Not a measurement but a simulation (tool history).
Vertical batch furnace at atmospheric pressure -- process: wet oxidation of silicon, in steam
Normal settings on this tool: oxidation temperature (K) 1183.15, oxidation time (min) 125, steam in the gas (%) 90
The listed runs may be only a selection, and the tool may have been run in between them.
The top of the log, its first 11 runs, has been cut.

run   hour  oxidation temperature (K)  oxidation time (min)  steam in the gas (%)  read-back reference wafer on the same gauge, thickness  oxide thickness on the monitor wafer (Å)
 12  324.2                    1176.15                   125                    90                                                  275.25                                    2401.8
     366.8  -- steam generator serviced
 13  367.3                    1183.15                   107                    87                                                  274.75                                    2363.5
 14  374.1                    1166.15                   125                    90                                                  274.79                                    2248.6
     394.7  -- thermocouples replaced and temperature profile calibrated
 15  395.2                    1183.15                   125                    90                                                  275.52                                    2769.8
 16  430.3                    1174.15                 143.5                    97                                                  275.33                                    2967.1
     453.8  -- gauge calibrated
 17  457.3                    1183.15                   125                    90                                                  274.39                                    2747.1
 18  483.9                    1171.15                  91.5                    95                                                  275.08                                    1918.8
 19  505.5                    1199.15                    73                    96                                                  275.34                                    2217.9
 20  519.6                    1183.15                   125                    80                                                  275.26                                    2493.5
 21  544.1                    1176.15                   125                    94                                                  274.91                                    2625.6
 22  564.3                    1183.15                   125                    90                                                  275.13                                      2748
 23  596.1                    1183.15                   153                    94                                                     275                                    3367.5
 24  624.5                    1183.15                   125                    90                                                   274.9                                    2739.5
 25  645.3                    1183.15                   125                    90                                                  274.48                                    2726.8
 26  672.4                    1183.15                    70                    96                                                  275.18                                    1790.6
 27  691.5                    1183.15                   125                    90                                                  274.91                                    2753.9
 28  761.9                    1183.15                   125                    90                                                  274.98                                    2733.4
 29  787.5                    1183.15                   171                    90                                                  275.17                                    3511.2
 30  819.2                    1173.15                   145                    97                                                  275.07                                    2911.2
 31    838                    1165.15                   171                    90                                                  275.26                                    2861.8

Each row is a separate what-if for the run after 31, all from the same tool condition, not one after another. Results?
  A  844.8                    1183.15                   125                    90                                                       ?                                         ?
  B  844.8                    1163.15                   168                    90                                                       ?                                         ?
  C  844.8                    1200.15                    69                    87                                                       ?                                         ?
  D  844.8                    1195.15                    63                    97                                                       ?                                         ?
  E  844.8                    1174.15                  81.5                    90                                                       ?                                         ?

run  read-back reference wafer on the same gauge, thickness  oxide thickness on the monitor wafer (Å)
  A                                                  275.02                                    2741.5
  B                                                  275.02                                    2744.2
  C                                                  275.02                                    1954.8
  D                                                  275.02                                    1881.3
  E                                                  275.02                                    1710.6
With the hidden condition removed and each run's random variation left untouched, the same runs would have given:
run  oxide thickness on the monitor wafer (Å)
  A                                    2777.4
  B                                    2781.2
  C                                    1981.1
  D                                    1906.9
  E                                    1734.6

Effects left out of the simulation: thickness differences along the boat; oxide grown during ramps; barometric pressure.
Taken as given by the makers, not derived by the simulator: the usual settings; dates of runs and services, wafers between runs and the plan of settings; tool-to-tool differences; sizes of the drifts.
